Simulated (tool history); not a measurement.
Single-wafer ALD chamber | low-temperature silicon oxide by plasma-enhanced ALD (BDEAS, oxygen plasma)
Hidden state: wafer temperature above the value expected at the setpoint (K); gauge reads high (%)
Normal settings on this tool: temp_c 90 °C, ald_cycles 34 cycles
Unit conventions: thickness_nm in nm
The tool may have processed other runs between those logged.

run,day,temp_c,ald_cycles,wafers since the last listed run,hours since the last thermocouple change,hours since the gauge calibration,"read-back reference wafer on the same gauge, thickness_nm",thickness_nm
1,0.000,98,34,0,2690.5,456.1,3.899,4.528
2,1.042,98,34,209,2715.5,481.1,3.898,4.487
3,1.867,90,34,166,2735.3,500.9,3.898,4.664
4,3.208,90,34,270,2767.5,533.1,3.901,4.663
5,4.346,90,34,229,2794.8,560.4,3.900,4.667
6,4.950,90,34,121,2809.3,574.9,3.900,4.673
7,5.733,90,34,157,2828.1,593.7,3.901,4.666
8,10.146,90,34,888,2934.0,699.6,3.899,4.671
9,11.212,90,34,214,2959.6,725.2,3.896,4.672
10,12.096,90,34,177,2980.8,746.4,3.903,4.674
# day 12.300: gauge calibrated
11,13.062,90,34,194,3004.0,18.3,3.902,4.673
12,14.533,90,34,296,3039.3,53.6,3.902,4.642
13,15.250,77,30,144,3056.5,70.8,3.903,4.313
14,16.167,98,34,184,3078.5,92.8,3.902,4.504
15,17.542,90,34,276,3111.5,125.8,3.898,4.639
16,18.988,90,34,291,3146.2,160.5,3.896,4.664
# day 22.188: thermocouple changed; heater temperature recalibrated
17,23.079,98,34,756,21.4,258.7,3.900,4.516
18,23.625,96,37,109,34.5,271.8,3.901,4.960
19,25.017,82,31,280,67.9,305.2,3.901,4.399
20,25.904,76,34,178,89.2,326.5,3.900,4.910
21,26.592,84,28,138,105.7,343.0,3.900,3.931
22,27.312,101,36,145,123.0,360.3,3.901,4.750

Predict the results of run 23:
23,27.900,90,34,118,137.1,374.4,?,?

{"run 23": {"read-back reference wafer on the same gauge, thickness_nm": 3.902, "thickness_nm": 4.655}}
Minus the tool's unlogged condition, the same run would have read thickness_nm 4.655 nm.
